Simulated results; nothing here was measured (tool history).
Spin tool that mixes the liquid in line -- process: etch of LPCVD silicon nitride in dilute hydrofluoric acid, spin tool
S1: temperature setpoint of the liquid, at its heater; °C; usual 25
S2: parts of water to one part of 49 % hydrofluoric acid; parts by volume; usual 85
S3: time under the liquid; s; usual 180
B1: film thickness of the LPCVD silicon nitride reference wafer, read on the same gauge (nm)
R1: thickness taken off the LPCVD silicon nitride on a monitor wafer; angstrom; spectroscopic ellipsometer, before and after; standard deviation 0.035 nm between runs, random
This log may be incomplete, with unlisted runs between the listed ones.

run,hour,S1,S2,S3,B1,R1
1,0,25,85,180,150.003,10.53
2,63.4,25,85,180,150.013,9.71
3,97.2,25,85,180,150.003,9.94
# hour 109.6: hydrofluoric acid flow meter replaced
4,133.9,25,85,180,150.006,10.35
5,287.6,25,85,180,150.014,9.33
6,342.3,25,85,180,150.002,10.09
7,408.7,25,85,180,150.013,9.66
8,466.8,25,85,180,149.997,9.06
9,664.5,25,85,125,149.988,6.28
10,733.1,25,85,265,149.999,12.87
11,764.7,28.5,85,180,149.991,12.07
12,797.2,25,85,180,150.004,8.47
# hour 848: thermometer replaced
13,851.3,25,85,180,150.001,9.89
14,881.3,25,85,180,150.012,10.18
15,908.4,25,70,250,150.012,16.44
# hour 956.9: hydrofluoric acid flow meter replaced
16,958.8,26.5,110,280,150.008,13.28
17,1007.2,20.5,100,180,150,6.35
# hour 1031.2: gauge calibrated
18,1051,25,85,180,149.991,9.48
19,1102.6,28,70,180,149.996,14.31
20,1142.9,20.5,95,285,150.008,10.3
21,1204.4,26.5,55,75,150.013,6.62
22,1247.5,25,105,180,150.012,7.74
23,1309.6,25,85,265,150.009,13.85
24,1339.6,20.5,65,95,149.999,4.68
25,1374.8,25,85,180,149.992,9.29
26,1417.6,28.5,100,180,150.025,9.33
27,1474.8,25,85,180,150.007,9.31
28,1537.7,25,85,180,150.003,8.7
# hour 1553.7: thermometer replaced
29,1600.6,28.5,115,235,149.993,12.93
30,1643.1,25,85,180,149.982,9.83
31,1700.3,26.5,50,120,149.998,13.31

5 options for the next run, each taken on its own from the tool as it stands now. Forecast them:
A,1700.8,25,45,180,?,?
B,1700.8,25,85,150,?,?
C,1700.8,25,85,245,?,?
D,1700.8,25,70,80,?,?
E,1700.8,21.5,85,265,?,?

run,B1,R1
A,149.997,19.2
B,149.997,8.56
C,149.997,13.99
D,149.997,5.53
E,149.997,11.96
With the hidden condition removed and each run's random variation left untouched, the same runs would have given:
run,R1
A,20
B,8.92
C,14.56
D,5.76
E,12.47

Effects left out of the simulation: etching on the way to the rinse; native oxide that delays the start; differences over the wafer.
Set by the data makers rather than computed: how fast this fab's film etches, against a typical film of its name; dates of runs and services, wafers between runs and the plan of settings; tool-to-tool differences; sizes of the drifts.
